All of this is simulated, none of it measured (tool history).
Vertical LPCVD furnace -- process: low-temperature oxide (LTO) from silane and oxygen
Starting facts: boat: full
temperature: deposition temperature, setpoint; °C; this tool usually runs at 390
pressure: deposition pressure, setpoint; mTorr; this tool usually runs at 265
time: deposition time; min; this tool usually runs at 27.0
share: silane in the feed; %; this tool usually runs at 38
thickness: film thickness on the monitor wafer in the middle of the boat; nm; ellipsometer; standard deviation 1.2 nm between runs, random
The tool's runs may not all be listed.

run	hour	temperature	pressure	time	share	wafers since the last listed run	hours since the last temperature calibration	hours since the pressure gauge was zeroed	hours since the silane flow controller was replaced	hours since the gauge calibration	read-back reference wafer on the same gauge, thickness	thickness
1	0.0	390	290	27.0	38	0	3033.6	2420.0	4809.9	1447.2	215.98	252.74
2	44.6	390	290	27.0	38	615	3078.2	2464.6	4854.5	1491.8	216.07	249.50
3	108.3	390	265	27.0	38	879	3141.9	2528.3	4918.2	1555.5	215.83	226.52
4	171.1	390	265	27.0	38	866	3204.7	2591.1	4981.0	1618.3	215.86	227.42
5	239.5	390	265	27.0	38	944	3273.1	2659.5	5049.4	1686.7	216.12	225.72
6	294.1	390	265	27.0	38	753	3327.7	2714.1	5104.0	1741.3	216.17	225.70
7	351.9	390	265	27.0	38	797	3385.5	2771.9	5161.8	1799.1	216.06	226.51
8	381.2	390	265	27.0	38	404	3414.8	2801.2	5191.1	1828.4	215.73	228.05
# hour 417.3: thermocouples replaced and temperature profile calibrated
9	417.8	390	265	27.0	38	173	0.5	2837.8	5227.7	1865.0	215.68	228.20
10	477.0	394	265	27.0	38	817	59.7	2897.0	5286.9	1924.2	215.79	237.11
11	512.9	390	265	32.0	44	495	95.6	2932.9	5322.8	1960.1	216.12	318.89
12	583.7	401	225	27.0	38	977	166.4	3003.7	5393.6	2030.9	216.00	215.41
13	781.2	390	265	27.0	38	2726	363.9	3201.2	5591.1	2228.4	215.95	226.24
# hour 857.1: pressure gauge zeroed
14	857.6	390	265	27.0	38	723	440.3	0.5	5667.5	2304.8	215.96	219.69
15	871.5	397	215	23.5	38	191	454.2	14.4	5681.4	2318.7	215.71	166.94
16	938.1	390	265	27.0	38	919	520.8	81.0	5748.0	2385.3	216.11	220.81
17	993.5	398	265	16.5	38	764	576.2	136.4	5803.4	2440.7	215.96	147.67
18	1059.8	390	265	27.0	36	915	642.5	202.7	5869.7	2507.0	216.46	206.40

Expected results for the next run?
19	1141.8	390	265	27.0	38	1131	724.5	284.7	5951.7	2589.0	?	?

{"run 19": {"read-back reference wafer on the same gauge, thickness": 216.2, "thickness": 220.51}}
The same run, on a tool lacking any hidden state, would have yielded thickness 235.36 nm.
